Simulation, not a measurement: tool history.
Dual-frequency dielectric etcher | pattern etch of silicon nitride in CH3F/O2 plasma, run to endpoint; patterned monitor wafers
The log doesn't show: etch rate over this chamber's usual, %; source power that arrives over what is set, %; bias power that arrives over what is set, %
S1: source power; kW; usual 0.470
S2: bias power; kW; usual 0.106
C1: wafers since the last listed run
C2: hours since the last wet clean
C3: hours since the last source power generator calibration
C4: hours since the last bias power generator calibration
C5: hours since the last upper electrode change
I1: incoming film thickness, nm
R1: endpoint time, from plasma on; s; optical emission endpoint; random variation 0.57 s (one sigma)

run	hour	S1	S2	C1	C2	C3	C4	C5	I1	R1
1	0.0	0.540	0.106	0	5.3	3467.2	2974.5	5042.6	86.0	70.3
2	17.7	0.470	0.106	148	23.0	3484.9	2992.2	5060.3	85.5	73.9
3	27.0	0.470	0.106	77	32.3	3494.2	3001.5	5069.6	85.4	74.5
4	36.7	0.470	0.106	81	42.0	3503.9	3011.2	5079.3	86.2	77.1
5	43.7	0.470	0.106	58	49.0	3510.9	3018.2	5086.3	85.9	75.4
6	59.7	0.470	0.106	134	65.0	3526.9	3034.2	5102.3	85.3	75.0
7	75.7	0.470	0.100	134	81.0	3542.9	3050.2	5118.3	85.7	76.2
8	92.9	0.470	0.100	144	98.2	3560.1	3067.4	5135.5	86.1	77.1
9	108.7	0.470	0.114	132	114.0	3575.9	3083.2	5151.3	85.1	75.0
10	158.1	0.470	0.106	414	163.4	3625.3	3132.6	5200.7	85.9	76.2
11	169.9	0.470	0.106	98	175.2	3637.1	3144.4	5212.5	84.9	76.0
12	183.5	0.470	0.106	114	188.8	3650.7	3158.0	5226.1	85.9	77.1
# hour 200.9: source power generator calibrated
# hour 247.5: upper electrode replaced
13	248.0	0.530	0.117	306	253.3	47.1	3222.5	0.5	85.7	72.3
14	249.9	0.530	0.117	15	255.2	49.0	3224.4	2.4	85.6	71.8
15	263.7	0.530	0.117	115	269.0	62.8	3238.2	16.2	84.7	70.2
16	313.7	0.470	0.106	419	319.0	112.8	3288.2	66.2	85.6	78.3
17	321.3	0.470	0.106	63	326.6	120.4	3295.8	73.8	85.1	78.0
18	338.3	0.440	0.123	142	343.6	137.4	3312.8	90.8	85.3	77.0
# hour 342.9: bias power generator calibrated
19	352.7	0.370	0.095	87	358.0	151.8	9.8	105.2	84.9	88.0
# hour 409.8: wet clean of the chamber
20	410.3	0.550	0.086	281	0.5	209.4	67.4	162.8	84.6	70.6
21	410.7	0.370	0.106	3	0.9	209.8	67.8	163.2	85.5	82.1
22	428.3	0.390	0.093	147	18.5	227.4	85.4	180.8	85.9	83.5
23	437.5	0.470	0.086	77	27.7	236.6	94.6	190.0	85.4	76.3
24	448.2	0.470	0.106	89	38.4	247.3	105.3	200.7	84.1	73.0
25	458.9	0.520	0.124	89	49.1	258.0	116.0	211.4	85.9	68.3
26	475.4	0.350	0.084	138	65.6	274.5	132.5	227.9	85.3	89.4
27	488.8	0.380	0.120	112	79.0	287.9	145.9	241.3	84.7	79.8
28	504.4	0.580	0.095	130	94.6	303.5	161.5	256.9	85.9	71.1
29	511.4	0.530	0.132	58	101.6	310.5	168.5	263.9	85.9	68.7
30	522.3	0.470	0.125	91	112.5	321.4	179.4	274.8	84.9	71.9
31	539.2	0.470	0.083	141	129.4	338.3	196.3	291.7	86.2	78.8
32	551.0	0.470	0.100	98	141.2	350.1	208.1	303.5	85.4	77.0
33	559.1	0.370	0.116	67	149.3	358.2	216.2	311.6	85.9	83.4
34	569.8	0.470	0.106	89	160.0	368.9	226.9	322.3	84.7	74.6

How the hidden state differs across the entries between the runs, from the last listed run before each to the first after it:
Between runs 12 and 13: source power generator calibrated (hour 200.9); upper electrode replaced (hour 247.5)
  etch rate over this chamber's usual, %: -2.22 -> -3
  measured less the result without the state, R1: +1.7 -> +2.2 s
Between runs 18 and 19: bias power generator calibrated (hour 342.9)
  etch rate over this chamber's usual, %: -4.08 -> -4.25
  measured less the result without the state, R1: +3.2 -> +3.7 s
Between runs 19 and 20: wet clean of the chamber (hour 409.8)
  etch rate over this chamber's usual, %: -4.25 -> 0.974
  measured less the result without the state, R1: +3.7 -> -0.7 s
